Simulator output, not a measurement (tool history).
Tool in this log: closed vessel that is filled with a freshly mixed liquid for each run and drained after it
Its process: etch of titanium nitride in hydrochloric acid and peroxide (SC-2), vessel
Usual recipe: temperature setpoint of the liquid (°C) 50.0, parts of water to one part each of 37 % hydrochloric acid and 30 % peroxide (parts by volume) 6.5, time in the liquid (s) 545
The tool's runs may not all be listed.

run     day  temperature setpoint of the liquid (°C)  parts of water to one part each of 37 % hydrochloric acid and 30 % peroxide (parts by volume)  time in the liquid (s)  read-back film thickness of the titanium nitride reference wafer, read on the same gauge (nm)  thickness taken off the titanium nitride on a monitor wafer (angstrom)
  1   0.000                                     43.5                                                                                            6.5                     545                                                                                         100.02                                                                    84.4
  2   1.738                                     50.0                                                                                            6.5                     740                                                                                          99.99                                                                   179.7
  3   4.042                                     50.0                                                                                            6.5                     740                                                                                         100.03                                                                   177.4
      4.979  -- new drum of peroxide connected
  4   6.388                                     50.0                                                                                            8.5                     380                                                                                         100.03                                                                    74.5
      8.592  -- thermometer replaced
  5   9.042                                     50.0                                                                                            8.5                     380                                                                                         100.03                                                                    74.9
  6  11.817                                     50.0                                                                                            6.5                     545                                                                                          99.99                                                                   131.6
  7  17.046                                     50.0                                                                                            6.5                     545                                                                                         100.01                                                                   133.0
  8  19.279                                     50.0                                                                                            6.5                     545                                                                                         100.01                                                                   133.7
  9  22.179                                     50.0                                                                                            9.0                     545                                                                                         100.00                                                                   103.4
 10  25.288                                     50.0                                                                                            6.5                     545                                                                                          99.98                                                                   133.0
 11  27.538                                     50.0                                                                                            6.5                     545                                                                                          99.97                                                                   133.0
 12  29.321                                     50.0                                                                                            6.5                     545                                                                                          99.96                                                                   132.9
     31.883  -- gauge calibrated
 13  32.521                                     45.5                                                                                            9.0                     730                                                                                         100.04                                                                   102.1

Run 14 is up next; what results do you expect?
     34.429  -- chemicals flow meter replaced
 14  34.475                                     50.0                                                                                            5.5                     545                                                                                              ?                                                                       ?

Run 14 yielded read-back film thickness of the titanium nitride reference wafer, read on the same gauge (nm) 100.00, thickness taken off the titanium nitride on a monitor wafer (angstrom) 157.3.
Were there no unlogged condition in the tool, this run, its random variation unchanged, would have produced thickness taken off the titanium nitride on a monitor wafer (angstrom) 142.7.

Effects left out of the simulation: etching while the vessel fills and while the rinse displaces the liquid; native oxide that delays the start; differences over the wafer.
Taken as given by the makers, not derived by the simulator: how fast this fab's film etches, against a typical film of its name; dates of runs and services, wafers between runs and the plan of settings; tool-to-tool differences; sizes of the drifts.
